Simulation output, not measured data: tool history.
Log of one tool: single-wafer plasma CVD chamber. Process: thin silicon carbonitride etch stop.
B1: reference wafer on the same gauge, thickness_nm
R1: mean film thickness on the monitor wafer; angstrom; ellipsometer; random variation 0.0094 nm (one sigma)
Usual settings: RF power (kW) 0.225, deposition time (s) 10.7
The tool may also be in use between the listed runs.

Run 1, hour 0: usual settings; B1 5.161. Result: R1 62.87 angstrom.
Run 2, hour 13.3: usual settings but RF power (kW) 0.2; B1 5.16. Result: R1 61.8 angstrom.
Run 3, hour 29.6: usual settings but RF power (kW) 0.2; B1 5.161. Result: R1 62.02 angstrom.
Run 4, hour 41.6: usual settings but RF power (kW) 0.2; B1 5.16. Result: R1 61.81 angstrom.
Run 5, hour 56.1: usual settings but RF power (kW) 0.195; B1 5.161. Result: R1 61.61 angstrom.
Run 6, hour 72.6: usual settings but RF power (kW) 0.195; B1 5.16. Result: R1 61.65 angstrom.
At hour 88.4: showerhead replaced.
Run 7, hour 88.9: usual settings but RF power (kW) 0.195; B1 5.16. Result: R1 61.91 angstrom.
Run 8, hour 92.9: usual settings; B1 5.162. Result: R1 62.91 angstrom.
At hour 113: thermocouple changed; heater temperature recalibrated.
Run 9, hour 113.5: usual settings; B1 5.16. Result: R1 62.78 angstrom.
At hour 115.6: gauge calibrated.
Run 10, hour 117.4: usual settings; B1 5.161. Result: R1 63.08 angstrom.
Run 11, hour 124.2: usual settings but RF power (kW) 0.25, deposition time (s) 8.6; B1 5.161. Result: R1 51.49 angstrom.
Run 12, hour 138.1: usual settings but deposition time (s) 9; B1 5.16. Result: R1 52.91 angstrom.
Run 13, hour 145.3: usual settings but RF power (kW) 0.24, deposition time (s) 12.8; B1 5.16. Result: R1 76.15 angstrom.
At hour 166: RF generator calibrated.
Run 14, hour 173.9: usual settings but deposition time (s) 12; B1 5.161. Result: R1 70.58 angstrom.
Run 15, hour 182.5: usual settings but RF power (kW) 0.245, deposition time (s) 8.8; B1 5.161. Result: R1 52.5 angstrom.

Forecast run 16:
Run 16, hour 194.3: usual settings; B1 ?. Result: R1 ?.

B1: 5.16
R1: 63 angstrom
Without the tool's hidden state the same run would have given R1 63 angstrom.

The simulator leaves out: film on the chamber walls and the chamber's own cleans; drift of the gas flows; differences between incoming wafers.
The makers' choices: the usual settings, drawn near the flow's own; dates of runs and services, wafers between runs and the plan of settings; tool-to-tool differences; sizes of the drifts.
